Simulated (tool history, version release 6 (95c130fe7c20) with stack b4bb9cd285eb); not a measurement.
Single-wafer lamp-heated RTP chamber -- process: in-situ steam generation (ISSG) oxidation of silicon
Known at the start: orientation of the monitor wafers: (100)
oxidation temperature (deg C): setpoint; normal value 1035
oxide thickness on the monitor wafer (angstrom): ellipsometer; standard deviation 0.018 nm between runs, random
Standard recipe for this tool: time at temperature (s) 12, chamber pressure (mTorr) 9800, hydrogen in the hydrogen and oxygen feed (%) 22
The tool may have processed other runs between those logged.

run	hour	oxidation temperature (deg C)	time at temperature (s)	chamber pressure (mTorr)	hydrogen in the hydrogen and oxygen feed (%)	read-back reference wafer on the same gauge, thickness	oxide thickness on the monitor wafer (angstrom)
1	0	1035	12	9800	22	5.305	47.32
2	33.7	1035	12	9800	22	5.311	47.59
3	62.8	1035	12	9800	22	5.305	47.77
4	86.5	1035	12	9800	22	5.318	47.8
5	119	1035	12	9800	22	5.307	47.71
6	154.4	1035	12	9800	22	5.319	47.86
7	168.5	1035	12	9800	16	5.312	44.4
8	203	1035	12	9800	16	5.317	44.89
9	232.4	1035	12	9800	16	5.318	44.4
10	260.6	1035	12	8900	22	5.306	49.06
11	277.4	1035	12	8900	22	5.311	49.35
12	294.4	1035	12	9800	22	5.299	48.19
13	328	1035	12	9800	22	5.304	48.48
14	359.3	1035	12	9800	22	5.314	48.78
15	393.8	1035	12	9300	25	5.308	50.79
16	425.8	1035	8	9800	22	5.312	38.81
17	442	1022	11	9200	12	5.31	37.2
18	465.4	1035	14	9800	22	5.303	50.66
19	499	1035	12	9800	22	5.306	46.71
20	532.9	1035	12	9800	22	5.308	46.68
21	560.9	1035	12	10200	32	5.303	50.82
22	586.2	1017	12	9000	32	5.301	48.65
23	612.1	1035	12	8900	22	5.302	47.96
24	629.2	1035	12	10200	27	5.309	48.59
25	648.9	1050	10	9800	30	5.302	49.66
26	682	1051	10	9200	17	5.311	44.29
27	700.6	1042	10	10200	30	5.307	47.67
28	728.2	1022	11	9200	12	5.317	37.43
29	751.3	1035	12	9800	22	5.314	46.85
30	785.5	1035	8	9800	12	5.306	33.76
31	819.8	1035	16	8600	22	5.311	55.53
32	837.9	1022	12	10200	25	5.318	45.73

Withheld: 5 entries from between the runs. Position of each, and hidden state at the listed run before versus the listed run after:
From run 8 to run 9: gauge calibrated (hour 204.9); hydrogen flow controller replaced (hour 231.9)
  true wafer temperature minus pyrometer reading, K: 5.94 -> 6.4
  measured minus no-state result, oxide thickness on the monitor wafer (angstrom): +1.17 -> +1.25
From run 13 to run 14: pressure gauge zeroed (hour 346.9)
  true wafer temperature minus pyrometer reading, K: 8.05 -> 8.65
  measured minus no-state result, oxide thickness on the monitor wafer (angstrom): +1.73 -> +1.87
From run 15 to run 16: pyrometer window cleaned and pyrometer calibrated (hour 409.8)
  true wafer temperature minus pyrometer reading, K: 9.34 -> 0.5
  measured minus no-state result, oxide thickness on the monitor wafer (angstrom): +2.09 -> +0.07
From run 27 to run 28: gauge calibrated (hour 719.4)
  true wafer temperature minus pyrometer reading, K: 1.66 -> 1.89
  measured minus no-state result, oxide thickness on the monitor wafer (angstrom): +0.35 -> +0.28

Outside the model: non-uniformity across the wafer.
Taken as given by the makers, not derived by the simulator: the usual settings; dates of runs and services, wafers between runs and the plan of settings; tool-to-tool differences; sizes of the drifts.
